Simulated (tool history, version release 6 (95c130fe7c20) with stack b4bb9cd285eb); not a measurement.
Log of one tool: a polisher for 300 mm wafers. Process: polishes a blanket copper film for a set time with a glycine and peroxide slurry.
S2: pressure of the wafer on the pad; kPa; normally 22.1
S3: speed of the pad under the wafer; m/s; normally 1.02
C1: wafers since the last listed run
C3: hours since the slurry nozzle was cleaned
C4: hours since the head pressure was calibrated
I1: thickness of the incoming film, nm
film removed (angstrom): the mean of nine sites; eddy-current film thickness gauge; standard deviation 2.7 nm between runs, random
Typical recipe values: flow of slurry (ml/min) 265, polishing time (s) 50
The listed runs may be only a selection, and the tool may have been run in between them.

run 1 day=0 | flow_of_slurry_(ml/min)=265 S2=22.1 S3=1.02 polishing_time_(s)=50 | C1=0 wafers_polished_on_this_pad=1429 C3=146.7 C4=72.9 | I1=1838.3 | film_removed_(angstrom)=2826
-- day=0.508 worn pad replaced by a new one
run 2 day=1.171 | flow_of_slurry_(ml/min)=265 S2=22.1 S3=1.02 polishing_time_(s)=50 | C1=269 wafers_polished_on_this_pad=177 C3=174.8 C4=101 | I1=1828.5 | film_removed_(angstrom)=2889
run 3 day=2.238 | flow_of_slurry_(ml/min)=265 S2=22.1 S3=1.02 polishing_time_(s)=50 | C1=286 wafers_polished_on_this_pad=463 C3=200.4 C4=126.6 | I1=1812.9 | film_removed_(angstrom)=2851
run 4 day=3.562 | flow_of_slurry_(ml/min)=265 S2=22.1 S3=1.02 polishing_time_(s)=62 | C1=355 wafers_polished_on_this_pad=819 C3=232.2 C4=158.4 | I1=1803.7 | film_removed_(angstrom)=3612
run 5 day=4.462 | flow_of_slurry_(ml/min)=265 S2=22.1 S3=1.02 polishing_time_(s)=62 | C1=241 wafers_polished_on_this_pad=1060 C3=253.8 C4=180 | I1=1813.1 | film_removed_(angstrom)=3548
run 6 day=5.667 | flow_of_slurry_(ml/min)=265 S2=22.1 S3=1.02 polishing_time_(s)=62 | C1=323 wafers_polished_on_this_pad=1383 C3=282.7 C4=208.9 | I1=1847.1 | film_removed_(angstrom)=3547
run 7 day=6.492 | flow_of_slurry_(ml/min)=265 S2=22.1 S3=1.02 polishing_time_(s)=50 | C1=221 wafers_polished_on_this_pad=1605 C3=302.5 C4=228.7 | I1=1784.8 | film_removed_(angstrom)=2822
-- day=7.742 worn pad replaced by a new one
run 8 day=10.504 | flow_of_slurry_(ml/min)=265 S2=22.1 S3=1.02 polishing_time_(s)=50 | C1=1031 wafers_polished_on_this_pad=741 C3=398.8 C4=325 | I1=1806.6 | film_removed_(angstrom)=2782
run 9 day=11.3 | flow_of_slurry_(ml/min)=265 S2=22.1 S3=1.02 polishing_time_(s)=50 | C1=213 wafers_polished_on_this_pad=954 C3=417.9 C4=344.1 | I1=1805.7 | film_removed_(angstrom)=2815
-- day=11.975 head pressure recalibrated
run 10 day=12.617 | flow_of_slurry_(ml/min)=265 S2=22.1 S3=1.02 polishing_time_(s)=50 | C1=330 wafers_polished_on_this_pad=1285 C3=449.5 C4=15.4 | I1=1819.6 | film_removed_(angstrom)=2821
run 11 day=13.179 | flow_of_slurry_(ml/min)=265 S2=22.1 S3=0.88 polishing_time_(s)=50 | C1=150 wafers_polished_on_this_pad=1436 C3=463 C4=28.9 | I1=1830.2 | film_removed_(angstrom)=2496
-- day=13.508 worn pad replaced by a new one
run 12 day=13.946 | flow_of_slurry_(ml/min)=265 S2=22.1 S3=1.02 polishing_time_(s)=50 | C1=160 wafers_polished_on_this_pad=117 C3=481.4 C4=47.3 | I1=1831 | film_removed_(angstrom)=2821
run 13 day=14.875 | flow_of_slurry_(ml/min)=265 S2=22.1 S3=1.02 polishing_time_(s)=50 | C1=249 wafers_polished_on_this_pad=366 C3=503.7 C4=69.6 | I1=1818.6 | film_removed_(angstrom)=2836
-- day=15.596 slurry nozzle cleaned
run 14 day=15.825 | flow_of_slurry_(ml/min)=195 S2=22.1 S3=1.16 polishing_time_(s)=50 | C1=243 wafers_polished_on_this_pad=610 C3=5.5 C4=92.4 | I1=1785.5 | film_removed_(angstrom)=3110
run 15 day=16.658 | flow_of_slurry_(ml/min)=265 S2=22.1 S3=1.02 polishing_time_(s)=50 | C1=223 wafers_polished_on_this_pad=834 C3=25.5 C4=112.4 | I1=1821 | film_removed_(angstrom)=2946
run 16 day=17.488 | flow_of_slurry_(ml/min)=265 S2=18.6 S3=1.02 polishing_time_(s)=44 | C1=222 wafers_polished_on_this_pad=1056 C3=45.4 C4=132.3 | I1=1803.9 | film_removed_(angstrom)=2228
run 17 day=18.771 | flow_of_slurry_(ml/min)=265 S2=22.1 S3=1.02 polishing_time_(s)=50 | C1=344 wafers_polished_on_this_pad=1400 C3=76.2 C4=163.1 | I1=1828.7 | film_removed_(angstrom)=2900
-- day=20.067 worn pad replaced by a new one
run 18 day=20.088 | flow_of_slurry_(ml/min)=265 S2=26.9 S3=1.12 polishing_time_(s)=50 | C1=308 wafers_polished_on_this_pad=5 C3=107.8 C4=194.7 | I1=1835.4 | film_removed_(angstrom)=3763
run 19 day=21.05 | flow_of_slurry_(ml/min)=265 S2=29.6 S3=1.28 polishing_time_(s)=45 | C1=258 wafers_polished_on_this_pad=263 C3=130.9 C4=217.8 | I1=1823.7 | film_removed_(angstrom)=4065
run 20 day=22.362 | flow_of_slurry_(ml/min)=265 S2=22.1 S3=1.02 polishing_time_(s)=50 | C1=352 wafers_polished_on_this_pad=615 C3=162.4 C4=249.3 | I1=1826.9 | film_removed_(angstrom)=2858
run 21 day=23.129 | flow_of_slurry_(ml/min)=265 S2=19.3 S3=1.02 polishing_time_(s)=55 | C1=205 wafers_polished_on_this_pad=821 C3=180.8 C4=267.7 | I1=1803.2 | film_removed_(angstrom)=2867
-- day=23.867 head pressure recalibrated
-- day=27.158 worn pad replaced by a new one
run 22 day=27.504 | flow_of_slurry_(ml/min)=265 S2=22.1 S3=1.28 polishing_time_(s)=50 | C1=1106 wafers_polished_on_this_pad=92 C3=285.8 C4=87.3 | I1=1841.8 | film_removed_(angstrom)=3456
run 23 day=28.408 | flow_of_slurry_(ml/min)=180 S2=26.2 S3=0.88 polishing_time_(s)=39 | C1=242 wafers_polished_on_this_pad=335 C3=307.5 C4=109 | I1=1817.3 | film_removed_(angstrom)=2181
run 24 day=29.654 | flow_of_slurry_(ml/min)=265 S2=24.1 S3=1.02 polishing_time_(s)=65 | C1=334 wafers_polished_on_this_pad=669 C3=337.4 C4=138.9 | I1=1835.5 | film_removed_(angstrom)=3981
run 25 day=30.938 | flow_of_slurry_(ml/min)=325 S2=24.8 S3=1.02 polishing_time_(s)=40 | C1=344 wafers_polished_on_this_pad=1013 C3=368.2 C4=169.7 | I1=1842.2 | film_removed_(angstrom)=2604
run 26 day=32.108 | flow_of_slurry_(ml/min)=265 S2=22.1 S3=1.02 polishing_time_(s)=50 | C1=314 wafers_polished_on_this_pad=1327 C3=396.3 C4=197.8 | I1=1814 | film_removed_(angstrom)=2824

Branching from run 26: 3 alternative next runs. What would each branch give?
run A day=32.125 | flow_of_slurry_(ml/min)=265 S2=29 S3=1.02 polishing_time_(s)=50 | C1=4 wafers_polished_on_this_pad=1332 C3=396.7 C4=198.2 | I1=1826.4 | film_removed_(angstrom)=?
run B day=32.125 | flow_of_slurry_(ml/min)=355 S2=15.2 S3=0.68 polishing_time_(s)=34 | C1=4 wafers_polished_on_this_pad=1332 C3=396.7 C4=198.2 | I1=1826.4 | film_removed_(angstrom)=?
run C day=32.125 | flow_of_slurry_(ml/min)=235 S2=22.1 S3=1.02 polishing_time_(s)=59 | C1=4 wafers_polished_on_this_pad=1332 C3=396.7 C4=198.2 | I1=1826.4 | film_removed_(angstrom)=?

run=A film_removed_(angstrom)=3582
run=B film_removed_(angstrom)=1076
run=C film_removed_(angstrom)=3291
The same runs, with their run-to-run variation unchanged, on a tool lacking any hidden condition would have given:
run=A film_removed_(angstrom)=3676
run=B film_removed_(angstrom)=1098
run=C film_removed_(angstrom)=3388
